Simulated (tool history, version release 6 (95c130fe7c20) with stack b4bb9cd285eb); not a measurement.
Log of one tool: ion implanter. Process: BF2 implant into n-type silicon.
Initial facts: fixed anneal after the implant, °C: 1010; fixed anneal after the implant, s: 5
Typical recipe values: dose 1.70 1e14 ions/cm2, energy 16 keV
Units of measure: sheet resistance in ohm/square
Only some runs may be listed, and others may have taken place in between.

| run | hour | dose | energy | wafers since the last listed run | hours since the last dose calibration | hours since the extraction supply was calibrated | hours since the gauge calibration | read-back reference wafer on the same gauge, sheet resistance | sheet resistance |
|---|---|---|---|---|---|---|---|---|---|
| 1 | 0.0 | 1.70 | 14 | 0 | 1918.8 | 4025.2 | 600.1 | 543.02 | 633.79 |
| 2 | 27.2 | 1.70 | 14 | 643 | 1946.0 | 4052.4 | 627.3 | 542.80 | 629.48 |
| 3 | 94.9 | 1.70 | 14 | 1600 | 2013.7 | 4120.1 | 695.0 | 542.19 | 632.87 |
| 4 | 166.2 | 1.70 | 16 | 1685 | 2085.0 | 4191.4 | 766.3 | 541.74 | 617.96 |
| 5 | 216.5 | 1.70 | 16 | 1189 | 2135.3 | 4241.7 | 816.6 | 541.38 | 621.62 |
| 6 | 255.4 | 1.70 | 16 | 919 | 2174.2 | 4280.6 | 855.5 | 541.64 | 620.59 |
| 7 | 281.0 | 1.70 | 16 | 605 | 2199.8 | 4306.2 | 881.1 | 540.90 | 624.31 |
| 8 | 325.2 | 1.70 | 16 | 1044 | 2244.0 | 4350.4 | 925.3 | 541.43 | 614.66 |
| 9 | 373.0 | 2.13 | 16 | 1130 | 2291.8 | 4398.2 | 973.1 | 541.50 | 506.02 |

Run 10 is up next; what results do you expect?
| 10 | 414.0 | 1.70 | 16 | 969 | 2332.8 | 4439.2 | 1014.1 | ? | ? |

For run 10 the tool returned read-back reference wafer on the same gauge, sheet resistance 540.62, sheet resistance 617.19 ohm/square.
Had the tool carried no hidden state, the very same run would have given sheet resistance 634.54 ohm/square.

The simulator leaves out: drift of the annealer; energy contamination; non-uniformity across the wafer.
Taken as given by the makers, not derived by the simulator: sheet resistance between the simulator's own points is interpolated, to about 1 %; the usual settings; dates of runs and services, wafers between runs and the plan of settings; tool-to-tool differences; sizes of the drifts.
